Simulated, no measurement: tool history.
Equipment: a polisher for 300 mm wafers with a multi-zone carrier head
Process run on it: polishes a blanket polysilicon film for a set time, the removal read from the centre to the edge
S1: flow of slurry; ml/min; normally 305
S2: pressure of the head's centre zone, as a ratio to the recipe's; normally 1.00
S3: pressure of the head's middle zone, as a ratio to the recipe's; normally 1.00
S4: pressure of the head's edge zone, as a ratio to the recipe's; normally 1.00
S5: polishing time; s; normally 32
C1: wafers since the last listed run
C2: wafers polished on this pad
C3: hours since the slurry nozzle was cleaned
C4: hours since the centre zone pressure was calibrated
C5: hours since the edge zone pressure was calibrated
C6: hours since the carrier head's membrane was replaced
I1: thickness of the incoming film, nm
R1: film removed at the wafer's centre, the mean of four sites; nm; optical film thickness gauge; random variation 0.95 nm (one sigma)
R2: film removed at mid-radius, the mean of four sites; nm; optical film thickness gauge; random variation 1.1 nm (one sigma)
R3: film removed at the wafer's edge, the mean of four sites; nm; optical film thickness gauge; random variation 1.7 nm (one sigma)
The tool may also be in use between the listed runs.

{"run": 1, "day": 0.0, "S1": 305, "S2": 1.0, "S3": 1.0, "S4": 1.0, "S5": 32, "C1": 0, "C2": 589, "C3": 35.3, "C4": 452.8, "C5": 211.3, "C6": 1.1, "I1": 1985.6, "R1": 131.8, "R2": 135.0, "R3": 135.2}
{"run": 2, "day": 1.017, "S1": 305, "S2": 1.0, "S3": 1.0, "S4": 1.0, "S5": 32, "C1": 189, "C2": 779, "C3": 59.7, "C4": 477.2, "C5": 235.7, "C6": 25.5, "I1": 2023.7, "R1": 132.5, "R2": 138.5, "R3": 133.4}
{"run": 3, "day": 2.475, "S1": 305, "S2": 1.0, "S3": 1.0, "S4": 1.0, "S5": 32, "C1": 271, "C2": 1050, "C3": 94.7, "C4": 512.2, "C5": 270.7, "C6": 60.5, "I1": 2042.1, "R1": 131.8, "R2": 138.4, "R3": 135.6}
{"day": 5.2, "done": "worn pad replaced by a new one"}
{"run": 4, "day": 5.221, "S1": 305, "S2": 1.0, "S3": 1.0, "S4": 1.0, "S5": 32, "C1": 480, "C2": 3, "C3": 160.6, "C4": 578.1, "C5": 336.6, "C6": 126.4, "I1": 1976.4, "R1": 132.0, "R2": 136.6, "R3": 136.3}
{"run": 5, "day": 6.433, "S1": 305, "S2": 1.0, "S3": 1.0, "S4": 1.0, "S5": 32, "C1": 225, "C2": 229, "C3": 189.7, "C4": 607.2, "C5": 365.7, "C6": 155.5, "I1": 2006.5, "R1": 130.8, "R2": 138.4, "R3": 134.0}
{"run": 6, "day": 8.767, "S1": 305, "S2": 1.0, "S3": 1.0, "S4": 1.0, "S5": 32, "C1": 434, "C2": 663, "C3": 245.7, "C4": 663.2, "C5": 421.7, "C6": 211.5, "I1": 2005.2, "R1": 130.9, "R2": 139.1, "R3": 135.7}
{"run": 7, "day": 11.533, "S1": 305, "S2": 1.0, "S3": 1.06, "S4": 1.0, "S5": 32, "C1": 515, "C2": 1178, "C3": 312.1, "C4": 729.6, "C5": 488.1, "C6": 277.9, "I1": 1974.1, "R1": 130.9, "R2": 143.2, "R3": 133.8}
{"run": 8, "day": 12.792, "S1": 305, "S2": 1.0, "S3": 1.06, "S4": 1.0, "S5": 32, "C1": 234, "C2": 1413, "C3": 342.3, "C4": 759.8, "C5": 518.3, "C6": 308.1, "I1": 2008.3, "R1": 128.9, "R2": 143.7, "R3": 135.3}
{"day": 13.779, "done": "worn pad replaced by a new one"}
{"run": 9, "day": 15.467, "S1": 305, "S2": 1.0, "S3": 1.0, "S4": 1.0, "S5": 32, "C1": 466, "C2": 313, "C3": 406.5, "C4": 824.0, "C5": 582.5, "C6": 372.3, "I1": 2049.7, "R1": 129.9, "R2": 137.8, "R3": 135.3}
{"run": 10, "day": 16.892, "S1": 305, "S2": 1.0, "S3": 1.0, "S4": 1.0, "S5": 32, "C1": 265, "C2": 579, "C3": 440.7, "C4": 858.2, "C5": 616.7, "C6": 406.5, "I1": 2007.9, "R1": 128.8, "R2": 136.2, "R3": 135.0}
{"run": 11, "day": 19.658, "S1": 305, "S2": 1.0, "S3": 1.0, "S4": 1.0, "S5": 32, "C1": 515, "C2": 1094, "C3": 507.1, "C4": 924.6, "C5": 683.1, "C6": 472.9, "I1": 1989.4, "R1": 129.1, "R2": 138.1, "R3": 132.7}
{"day": 20.588, "done": "carrier head's membrane replaced by a new one"}
{"day": 22.262, "done": "worn pad replaced by a new one"}
{"run": 12, "day": 22.283, "S1": 305, "S2": 1.07, "S3": 1.06, "S4": 1.0, "S5": 32, "C1": 418, "C2": 3, "C3": 570.1, "C4": 987.6, "C5": 746.1, "C6": 40.7, "I1": 2020.1, "R1": 138.2, "R2": 145.8, "R3": 132.9}
{"run": 13, "day": 23.212, "S1": 305, "S2": 0.92, "S3": 1.0, "S4": 1.0, "S5": 32, "C1": 172, "C2": 176, "C3": 592.4, "C4": 1009.9, "C5": 768.4, "C6": 63.0, "I1": 1999.4, "R1": 119.8, "R2": 138.2, "R3": 136.5}
{"run": 14, "day": 24.417, "S1": 305, "S2": 1.0, "S3": 1.0, "S4": 1.0, "S5": 32, "C1": 224, "C2": 400, "C3": 621.3, "C4": 1038.8, "C5": 797.3, "C6": 91.9, "I1": 1994.8, "R1": 126.8, "R2": 136.8, "R3": 136.8}
{"day": 24.829, "done": "slurry nozzle cleaned"}
{"run": 15, "day": 26.583, "S1": 305, "S2": 1.07, "S3": 1.0, "S4": 1.0, "S5": 32, "C1": 395, "C2": 796, "C3": 42.1, "C4": 1090.8, "C5": 849.3, "C6": 143.9, "I1": 1975.7, "R1": 136.6, "R2": 134.7, "R3": 135.3}
{"run": 16, "day": 27.925, "S1": 305, "S2": 1.0, "S3": 1.0, "S4": 1.0, "S5": 22, "C1": 249, "C2": 1046, "C3": 74.3, "C4": 1123.0, "C5": 881.5, "C6": 176.1, "I1": 2040.6, "R1": 87.0, "R2": 93.8, "R3": 93.6}
{"run": 17, "day": 29.238, "S1": 305, "S2": 0.9, "S3": 1.0, "S4": 1.0, "S5": 32, "C1": 244, "C2": 1290, "C3": 105.8, "C4": 1154.5, "C5": 913.0, "C6": 207.6, "I1": 1987.7, "R1": 116.2, "R2": 137.4, "R3": 132.7}
{"run": 18, "day": 31.329, "S1": 305, "S2": 1.0, "S3": 1.0, "S4": 0.89, "S5": 42, "C1": 389, "C2": 1679, "C3": 156.0, "C4": 1204.7, "C5": 963.2, "C6": 257.8, "I1": 2044.5, "R1": 168.1, "R2": 181.7, "R3": 171.7}
{"day": 31.842, "done": "edge zone pressure recalibrated"}
{"day": 32.054, "done": "worn pad replaced by a new one"}
{"day": 32.817, "done": "centre zone pressure recalibrated"}
{"run": 19, "day": 34.171, "S1": 305, "S2": 1.0, "S3": 1.11, "S4": 0.9, "S5": 25, "C1": 466, "C2": 378, "C3": 224.2, "C4": 32.5, "C5": 55.9, "C6": 326.0, "I1": 2018.0, "R1": 106.8, "R2": 117.4, "R3": 101.6}
{"run": 20, "day": 37.104, "S1": 210, "S2": 1.08, "S3": 1.0, "S4": 1.0, "S5": 32, "C1": 546, "C2": 924, "C3": 294.6, "C4": 102.9, "C5": 126.3, "C6": 396.4, "I1": 1990.9, "R1": 141.7, "R2": 133.6, "R3": 133.6}
{"run": 21, "day": 38.254, "S1": 305, "S2": 1.0, "S3": 1.0, "S4": 1.0, "S5": 29, "C1": 214, "C2": 1138, "C3": 322.2, "C4": 130.5, "C5": 153.9, "C6": 424.0, "I1": 2003.0, "R1": 123.4, "R2": 124.6, "R3": 121.7}
{"day": 40.254, "done": "worn pad replaced by a new one"}
{"run": 22, "day": 40.404, "S1": 305, "S2": 1.0, "S3": 1.0, "S4": 1.0, "S5": 32, "C1": 369, "C2": 27, "C3": 373.8, "C4": 182.1, "C5": 205.5, "C6": 475.6, "I1": 2025.7, "R1": 136.5, "R2": 138.5, "R3": 131.4}
{"day": 43.017, "done": "carrier head's membrane replaced by a new one"}
{"run": 23, "day": 43.267, "S1": 305, "S2": 1.0, "S3": 1.0, "S4": 1.07, "S5": 32, "C1": 494, "C2": 521, "C3": 442.5, "C4": 250.8, "C5": 274.2, "C6": 6.0, "I1": 2036.2, "R1": 133.3, "R2": 137.6, "R3": 140.7}

Forecast each of these 3 alternatives for the next run:
{"run": "A", "day": 43.283, "S1": 305, "S2": 1.0, "S3": 1.0, "S4": 1.0, "S5": 32, "C1": 3, "C2": 525, "C3": 442.9, "C4": 251.2, "C5": 274.6, "C6": 6.4, "I1": 2024.5, "R1": "?", "R2": "?", "R3": "?"}
{"run": "B", "day": 43.283, "S1": 305, "S2": 1.0, "S3": 0.92, "S4": 1.0, "S5": 28, "C1": 3, "C2": 525, "C3": 442.9, "C4": 251.2, "C5": 274.6, "C6": 6.4, "I1": 2024.5, "R1": "?", "R2": "?", "R3": "?"}
{"run": "C", "day": 43.283, "S1": 245, "S2": 1.0, "S3": 1.0, "S4": 1.0, "S5": 22, "C1": 3, "C2": 525, "C3": 442.9, "C4": 251.2, "C5": 274.6, "C6": 6.4, "I1": 2024.5, "R1": "?", "R2": "?", "R3": "?"}

run=A R1=134.7 R2=136.8 R3=136.5
run=B R1=117.8 R2=111.9 R3=119.6
run=C R1=90.9 R2=92.5 R3=92.7
Without the tool's hidden state the same runs would have given:
run=A R1=135.8 R2=136.8 R3=136.5
run=B R1=118.8 R2=111.9 R3=119.6
run=C R1=91.7 R2=92.5 R3=92.7

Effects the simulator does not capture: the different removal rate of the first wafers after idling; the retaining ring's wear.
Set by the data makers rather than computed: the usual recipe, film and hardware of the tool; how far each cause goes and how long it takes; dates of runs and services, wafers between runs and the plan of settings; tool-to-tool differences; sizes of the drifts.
